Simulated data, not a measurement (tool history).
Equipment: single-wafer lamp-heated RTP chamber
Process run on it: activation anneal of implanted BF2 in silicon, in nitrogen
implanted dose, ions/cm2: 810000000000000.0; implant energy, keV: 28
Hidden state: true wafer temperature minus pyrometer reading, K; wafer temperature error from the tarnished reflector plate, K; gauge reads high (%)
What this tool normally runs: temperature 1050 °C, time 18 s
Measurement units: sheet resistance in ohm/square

run	day	temperature	time	wafers since the last listed run	wafers since the last pyrometer calibration	wafers since the reflector plate was cleaned	hours since the gauge calibration	read-back reference wafer on the same gauge, sheet resistance	sheet resistance
1	0	1050	20	0	1450	5408	117.9	174.86	151.6
2	0.417	1050	20	140	1591	5548	127.9	174.86	151.42
3	0.892	1050	18	159	1751	5708	139.3	175.01	152.27
4	1.433	1035	18	182	1933	5891	152.3	175	156.37
5	1.792	1035	18	120	2054	6011	160.9	175.08	156.45
6	2.321	1035	18	178	2232	6189	173.6	175.03	156.09
7	2.875	1050	18	186	2418	6376	186.9	175.04	152.36
8	3.438	1050	18	189	2608	6565	200.4	175.04	151.63
9	4.125	1050	18	231	2839	6797	216.9	174.98	151.97
10	4.642	1033	18	173	3013	6971	229.3	175.03	156.36
11	5.092	1033	18	151	3165	7122	240.1	175.06	156.58
12	5.654	1033	18	189	3354	7312	253.6	174.97	156.13
# day 6.192: gauge calibrated
13	6.2	1038	18	183	3538	7495	0.2	174.92	154.29
14	6.662	1067	26	155	3693	7651	11.3	175.06	145.25
15	7.708	1050	18	352	4045	8003	36.4	174.82	150.78
16	8.188	1076	18	161	4207	8164	47.9	175.01	145.27
17	8.912	1068	28	244	4451	8408	65.3	175	143.99
# day 9.321: pyrometer window cleaned and pyrometer calibrated
18	9.392	1033	10	49	24	8458	76.8	174.97	163.13
19	10.012	1050	18	208	233	8666	91.7	174.84	152.73
20	10.504	1036	18	165	398	8832	103.5	175.15	156.72
# day 10.967: reflector plate cleaned
21	11.208	1029	18	124	523	81	120.4	175.03	161.24
22	11.588	1050	27	127	651	209	129.5	174.99	151.35
23	12.092	1050	18	169	820	378	141.6	175.01	154.52
24	12.517	1040	14	143	964	521	151.8	175.04	159.45
25	13.008	1025	9	165	1129	687	163.6	174.98	168.41
26	13.538	1070	9	178	1307	865	176.3	175.03	153.95
27	15.779	1061	24	754	2062	1620	230.1	175.07	148.44

Branching from run 27: 5 alternative next runs. What would each branch give?
A	15.796	1050	15	5	2067	1625	230.5	?	?
B	15.796	1025	18	5	2067	1625	230.5	?	?
C	15.796	1050	23	5	2067	1625	230.5	?	?
D	15.796	1036	10	5	2067	1625	230.5	?	?
E	15.796	1022	8	5	2067	1625	230.5	?	?

run	read-back reference wafer on the same gauge, sheet resistance	sheet resistance
A	175.08	154.93
B	175.08	161.04
C	175.08	151.33
D	175.08	162.57
E	175.08	169.98
With no hidden state in the tool, these same runs would have given:
run	sheet resistance
A	156.71
B	163.44
C	152.96
D	164.77
E	172.88

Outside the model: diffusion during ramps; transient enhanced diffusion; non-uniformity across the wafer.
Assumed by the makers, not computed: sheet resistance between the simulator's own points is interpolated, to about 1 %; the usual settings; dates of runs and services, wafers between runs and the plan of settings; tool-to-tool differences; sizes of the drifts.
